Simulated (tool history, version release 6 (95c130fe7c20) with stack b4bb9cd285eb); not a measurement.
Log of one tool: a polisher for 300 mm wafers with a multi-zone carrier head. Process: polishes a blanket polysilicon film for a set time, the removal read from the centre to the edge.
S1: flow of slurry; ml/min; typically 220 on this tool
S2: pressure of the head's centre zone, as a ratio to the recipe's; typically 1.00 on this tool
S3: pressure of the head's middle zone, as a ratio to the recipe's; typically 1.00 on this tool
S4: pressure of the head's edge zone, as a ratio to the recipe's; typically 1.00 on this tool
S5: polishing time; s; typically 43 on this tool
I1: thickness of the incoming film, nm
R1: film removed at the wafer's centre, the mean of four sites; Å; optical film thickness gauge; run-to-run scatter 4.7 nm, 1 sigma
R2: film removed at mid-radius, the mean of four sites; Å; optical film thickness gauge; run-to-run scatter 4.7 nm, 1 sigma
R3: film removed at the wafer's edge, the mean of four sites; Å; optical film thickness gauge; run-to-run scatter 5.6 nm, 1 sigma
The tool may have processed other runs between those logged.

Run 1, hour 0.0: usual settings but S1 170 ml/min, S5 37 s; I1 1783.1. Result: R1 3172 Å, R2 3187 Å, R3 3255 Å.
Run 2, hour 75.5: usual settings; I1 1777.0. Result: R1 3718 Å, R2 3725 Å, R3 3748 Å.
Run 3, hour 159.7: usual settings; I1 1814.8. Result: R1 3723 Å, R2 3741 Å, R3 3721 Å.
At hour 211.9: worn pad replaced by a new one.
At hour 223.9: slurry nozzle cleaned.
Run 4, hour 231.7: usual settings; I1 1780.3. Result: R1 3866 Å, R2 3742 Å, R3 3732 Å.
Run 5, hour 295.1: usual settings; I1 1793.9. Result: R1 3754 Å, R2 3776 Å, R3 3788 Å.
At hour 476.5: edge zone pressure recalibrated.
Run 6, hour 498.3: usual settings; I1 1765.8. Result: R1 3646 Å, R2 3604 Å, R3 3608 Å.
At hour 500.3: slurry nozzle cleaned.
At hour 521.2: worn pad replaced by a new one.
At hour 540.1: carrier head's membrane replaced by a new one.
Run 7, hour 597.9: usual settings but S5 53 s; I1 1756.8. Result: R1 4617 Å, R2 4599 Å, R3 4602 Å.
At hour 649.2: centre zone pressure recalibrated.
Run 8, hour 677.4: usual settings but S5 53 s; I1 1790.7. Result: R1 4609 Å, R2 4646 Å, R3 4670 Å.
Run 9, hour 724.2: usual settings but S5 53 s; I1 1805.9. Result: R1 4508 Å, R2 4557 Å, R3 4624 Å.
At hour 770.7: slurry nozzle cleaned.
Run 10, hour 771.2: usual settings but S5 53 s; I1 1776.8. Result: R1 4815 Å, R2 4700 Å, R3 4702 Å.
At hour 836.7: worn pad replaced by a new one.
Run 11, hour 863.3: usual settings but S2 1.03, S3 0.95, S4 0.93, S5 31 s; I1 1773.9. Result: R1 2819 Å, R2 2571 Å, R3 2632 Å.
Run 12, hour 945.0: usual settings but S1 190 ml/min; I1 1787.5. Result: R1 3657 Å, R2 3681 Å, R3 3688 Å.
Run 13, hour 994.0: usual settings but S3 0.90; I1 1801.4. Result: R1 3726 Å, R2 3394 Å, R3 3706 Å.
Run 14, hour 1072.9: usual settings but S5 53 s; I1 1812.4. Result: R1 4450 Å, R2 4418 Å, R3 4574 Å.
At hour 1081.1: slurry nozzle cleaned.
At hour 1087.8: worn pad replaced by a new one.
Run 15, hour 1118.9: usual settings; I1 1824.4. Result: R1 3751 Å, R2 3828 Å, R3 3759 Å.

Run 16 is up next; what results do you expect?
Run 16, hour 1192.4: usual settings but S2 0.97, S5 48 s; I1 1805.9. Result: R1 ?, R2 ?, R3 ?.

{"run 16": {"R1": 4190, "R2": 4168, "R3": 4229}}
On a tool with no hidden condition, and with the same random variation, this run would have come out at R1 4229 Å, R2 4203 Å, R3 4256 Å.

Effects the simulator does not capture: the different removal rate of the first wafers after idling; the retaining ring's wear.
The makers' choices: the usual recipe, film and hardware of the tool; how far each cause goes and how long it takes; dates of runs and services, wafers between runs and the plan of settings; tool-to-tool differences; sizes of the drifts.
